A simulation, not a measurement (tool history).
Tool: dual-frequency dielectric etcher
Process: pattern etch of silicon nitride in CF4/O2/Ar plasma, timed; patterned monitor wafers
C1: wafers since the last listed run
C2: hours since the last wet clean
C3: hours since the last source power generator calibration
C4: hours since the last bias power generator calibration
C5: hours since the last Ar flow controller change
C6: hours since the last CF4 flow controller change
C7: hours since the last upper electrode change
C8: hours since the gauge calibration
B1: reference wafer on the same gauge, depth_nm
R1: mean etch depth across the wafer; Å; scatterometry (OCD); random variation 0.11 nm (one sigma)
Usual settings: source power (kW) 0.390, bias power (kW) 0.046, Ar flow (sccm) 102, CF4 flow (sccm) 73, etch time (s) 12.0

{"run": 1, "hour": 0.0, "source power (kW)": 0.39, "bias power (kW)": 0.046, "Ar flow (sccm)": 102, "CF4 flow (sccm)": 73, "etch time (s)": 12.0, "C1": 0, "C2": 70.6, "C3": 5539.7, "C4": 4803.1, "C5": 37.2, "C6": 3714.6, "C7": 26.6, "C8": 381.4, "B1": 18.5, "R1": 177.0}
{"run": 2, "hour": 15.0, "source power (kW)": 0.39, "bias power (kW)": 0.04, "Ar flow (sccm)": 102, "CF4 flow (sccm)": 73, "etch time (s)": 12.0, "C1": 186, "C2": 85.6, "C3": 5554.7, "C4": 4818.1, "C5": 52.2, "C6": 3729.6, "C7": 41.6, "C8": 396.4, "B1": 18.5, "R1": 167.3}
{"run": 3, "hour": 43.8, "source power (kW)": 0.39, "bias power (kW)": 0.046, "Ar flow (sccm)": 102, "CF4 flow (sccm)": 73, "etch time (s)": 14.0, "C1": 357, "C2": 114.4, "C3": 5583.5, "C4": 4846.9, "C5": 81.0, "C6": 3758.4, "C7": 70.4, "C8": 425.2, "B1": 18.49, "R1": 201.9}
{"hour": 48.8, "done": "source power generator calibrated"}
{"hour": 61.7, "done": "CF4 flow controller replaced"}
{"run": 4, "hour": 68.1, "source power (kW)": 0.39, "bias power (kW)": 0.038, "Ar flow (sccm)": 102, "CF4 flow (sccm)": 73, "etch time (s)": 14.0, "C1": 177, "C2": 138.7, "C3": 19.3, "C4": 4871.2, "C5": 105.3, "C6": 6.4, "C7": 94.7, "C8": 449.5, "B1": 18.5, "R1": 189.9}
{"run": 5, "hour": 102.9, "source power (kW)": 0.39, "bias power (kW)": 0.046, "Ar flow (sccm)": 102, "CF4 flow (sccm)": 65, "etch time (s)": 12.0, "C1": 431, "C2": 173.5, "C3": 54.1, "C4": 4906.0, "C5": 140.1, "C6": 41.2, "C7": 129.5, "C8": 484.3, "B1": 18.48, "R1": 173.4}
{"hour": 112.0, "done": "bias power generator calibrated"}
{"run": 6, "hour": 115.7, "source power (kW)": 0.39, "bias power (kW)": 0.046, "Ar flow (sccm)": 88, "CF4 flow (sccm)": 73, "etch time (s)": 12.0, "C1": 109, "C2": 186.3, "C3": 66.9, "C4": 3.7, "C5": 152.9, "C6": 54.0, "C7": 142.3, "C8": 497.1, "B1": 18.5, "R1": 180.9}
{"run": 7, "hour": 135.8, "source power (kW)": 0.44, "bias power (kW)": 0.056, "Ar flow (sccm)": 119, "CF4 flow (sccm)": 73, "etch time (s)": 9.5, "C1": 249, "C2": 206.4, "C3": 87.0, "C4": 23.8, "C5": 173.0, "C6": 74.1, "C7": 162.4, "C8": 517.2, "B1": 18.51, "R1": 155.9}
{"run": 8, "hour": 157.5, "source power (kW)": 0.39, "bias power (kW)": 0.038, "Ar flow (sccm)": 102, "CF4 flow (sccm)": 73, "etch time (s)": 14.0, "C1": 269, "C2": 228.1, "C3": 108.7, "C4": 45.5, "C5": 194.7, "C6": 95.8, "C7": 184.1, "C8": 538.9, "B1": 18.49, "R1": 190.7}
{"run": 9, "hour": 174.6, "source power (kW)": 0.39, "bias power (kW)": 0.046, "Ar flow (sccm)": 102, "CF4 flow (sccm)": 73, "etch time (s)": 12.0, "C1": 212, "C2": 245.2, "C3": 125.8, "C4": 62.6, "C5": 211.8, "C6": 112.9, "C7": 201.2, "C8": 556.0, "B1": 18.51, "R1": 176.5}
{"run": 10, "hour": 187.0, "source power (kW)": 0.39, "bias power (kW)": 0.046, "Ar flow (sccm)": 102, "CF4 flow (sccm)": 73, "etch time (s)": 13.0, "C1": 153, "C2": 257.6, "C3": 138.2, "C4": 75.0, "C5": 224.2, "C6": 125.3, "C7": 213.6, "C8": 568.4, "B1": 18.5, "R1": 190.7}
{"run": 11, "hour": 214.5, "source power (kW)": 0.39, "bias power (kW)": 0.046, "Ar flow (sccm)": 102, "CF4 flow (sccm)": 73, "etch time (s)": 12.0, "C1": 341, "C2": 285.1, "C3": 165.7, "C4": 102.5, "C5": 251.7, "C6": 152.8, "C7": 241.1, "C8": 595.9, "B1": 18.52, "R1": 176.0}
{"run": 12, "hour": 243.0, "source power (kW)": 0.32, "bias power (kW)": 0.037, "Ar flow (sccm)": 111, "CF4 flow (sccm)": 73, "etch time (s)": 15.0, "C1": 353, "C2": 313.6, "C3": 194.2, "C4": 131.0, "C5": 280.2, "C6": 181.3, "C7": 269.6, "C8": 624.4, "B1": 18.49, "R1": 180.4}
{"run": 13, "hour": 271.9, "source power (kW)": 0.39, "bias power (kW)": 0.046, "Ar flow (sccm)": 102, "CF4 flow (sccm)": 88, "etch time (s)": 12.0, "C1": 358, "C2": 342.5, "C3": 223.1, "C4": 159.9, "C5": 309.1, "C6": 210.2, "C7": 298.5, "C8": 653.3, "B1": 18.51, "R1": 179.7}
{"run": 14, "hour": 304.4, "source power (kW)": 0.39, "bias power (kW)": 0.046, "Ar flow (sccm)": 121, "CF4 flow (sccm)": 91, "etch time (s)": 12.0, "C1": 403, "C2": 375.0, "C3": 255.6, "C4": 192.4, "C5": 341.6, "C6": 242.7, "C7": 331.0, "C8": 685.8, "B1": 18.5, "R1": 176.0}
{"run": 15, "hour": 327.0, "source power (kW)": 0.39, "bias power (kW)": 0.057, "Ar flow (sccm)": 115, "CF4 flow (sccm)": 73, "etch time (s)": 12.0, "C1": 280, "C2": 397.6, "C3": 278.2, "C4": 215.0, "C5": 364.2, "C6": 265.3, "C7": 353.6, "C8": 708.4, "B1": 18.5, "R1": 186.9}
{"run": 16, "hour": 340.6, "source power (kW)": 0.39, "bias power (kW)": 0.046, "Ar flow (sccm)": 102, "CF4 flow (sccm)": 73, "etch time (s)": 12.0, "C1": 168, "C2": 411.2, "C3": 291.8, "C4": 228.6, "C5": 377.8, "C6": 278.9, "C7": 367.2, "C8": 722.0, "B1": 18.48, "R1": 174.5}
{"run": 17, "hour": 358.2, "source power (kW)": 0.3, "bias power (kW)": 0.046, "Ar flow (sccm)": 102, "CF4 flow (sccm)": 73, "etch time (s)": 12.0, "C1": 218, "C2": 428.8, "C3": 309.4, "C4": 246.2, "C5": 395.4, "C6": 296.5, "C7": 384.8, "C8": 739.6, "B1": 18.49, "R1": 154.9}
{"run": 18, "hour": 383.0, "source power (kW)": 0.39, "bias power (kW)": 0.046, "Ar flow (sccm)": 102, "CF4 flow (sccm)": 73, "etch time (s)": 12.0, "C1": 307, "C2": 453.6, "C3": 334.2, "C4": 271.0, "C5": 420.2, "C6": 321.3, "C7": 409.6, "C8": 764.4, "B1": 18.51, "R1": 176.1}
{"run": 19, "hour": 400.8, "source power (kW)": 0.34, "bias power (kW)": 0.046, "Ar flow (sccm)": 102, "CF4 flow (sccm)": 73, "etch time (s)": 10.5, "C1": 220, "C2": 471.4, "C3": 352.0, "C4": 288.8, "C5": 438.0, "C6": 339.1, "C7": 427.4, "C8": 782.2, "B1": 18.52, "R1": 142.7}
{"hour": 454.9, "done": "wet clean of the chamber"}
{"run": 20, "hour": 455.4, "source power (kW)": 0.39, "bias power (kW)": 0.046, "Ar flow (sccm)": 102, "CF4 flow (sccm)": 73, "etch time (s)": 14.5, "C1": 379, "C2": 0.5, "C3": 406.6, "C4": 343.4, "C5": 492.6, "C6": 393.7, "C7": 482.0, "C8": 836.8, "B1": 18.49, "R1": 209.7}

5 ways to go on from here, each from the tool as it stands after run 20. What would each give?
{"run": "A", "hour": 455.8, "source power (kW)": 0.47, "bias power (kW)": 0.046, "Ar flow (sccm)": 102, "CF4 flow (sccm)": 73, "etch time (s)": 12.0, "C1": 4, "C2": 0.9, "C3": 407.0, "C4": 343.8, "C5": 493.0, "C6": 394.1, "C7": 482.4, "C8": 837.2, "B1": "?", "R1": "?"}
{"run": "B", "hour": 455.8, "source power (kW)": 0.43, "bias power (kW)": 0.051, "Ar flow (sccm)": 102, "CF4 flow (sccm)": 55, "etch time (s)": 13.0, "C1": 4, "C2": 0.9, "C3": 407.0, "C4": 343.8, "C5": 493.0, "C6": 394.1, "C7": 482.4, "C8": 837.2, "B1": "?", "R1": "?"}
{"run": "C", "hour": 455.8, "source power (kW)": 0.39, "bias power (kW)": 0.051, "Ar flow (sccm)": 102, "CF4 flow (sccm)": 67, "etch time (s)": 12.0, "C1": 4, "C2": 0.9, "C3": 407.0, "C4": 343.8, "C5": 493.0, "C6": 394.1, "C7": 482.4, "C8": 837.2, "B1": "?", "R1": "?"}
{"run": "D", "hour": 455.8, "source power (kW)": 0.39, "bias power (kW)": 0.046, "Ar flow (sccm)": 86, "CF4 flow (sccm)": 90, "etch time (s)": 12.0, "C1": 4, "C2": 0.9, "C3": 407.0, "C4": 343.8, "C5": 493.0, "C6": 394.1, "C7": 482.4, "C8": 837.2, "B1": "?", "R1": "?"}
{"run": "E", "hour": 455.8, "source power (kW)": 0.39, "bias power (kW)": 0.039, "Ar flow (sccm)": 94, "CF4 flow (sccm)": 73, "etch time (s)": 13.5, "C1": 4, "C2": 0.9, "C3": 407.0, "C4": 343.8, "C5": 493.0, "C6": 394.1, "C7": 482.4, "C8": 837.2, "B1": "?", "R1": "?"}

run=A B1=18.53 R1=192.7
run=B B1=18.53 R1=201.3
run=C B1=18.53 R1=180.4
run=D B1=18.53 R1=183.9
run=E B1=18.53 R1=187.9
Without the tool's hidden state the same runs would have given:
run=A R1=192.7
run=B R1=201.3
run=C R1=180.4
run=D R1=183.9
run=E R1=187.9
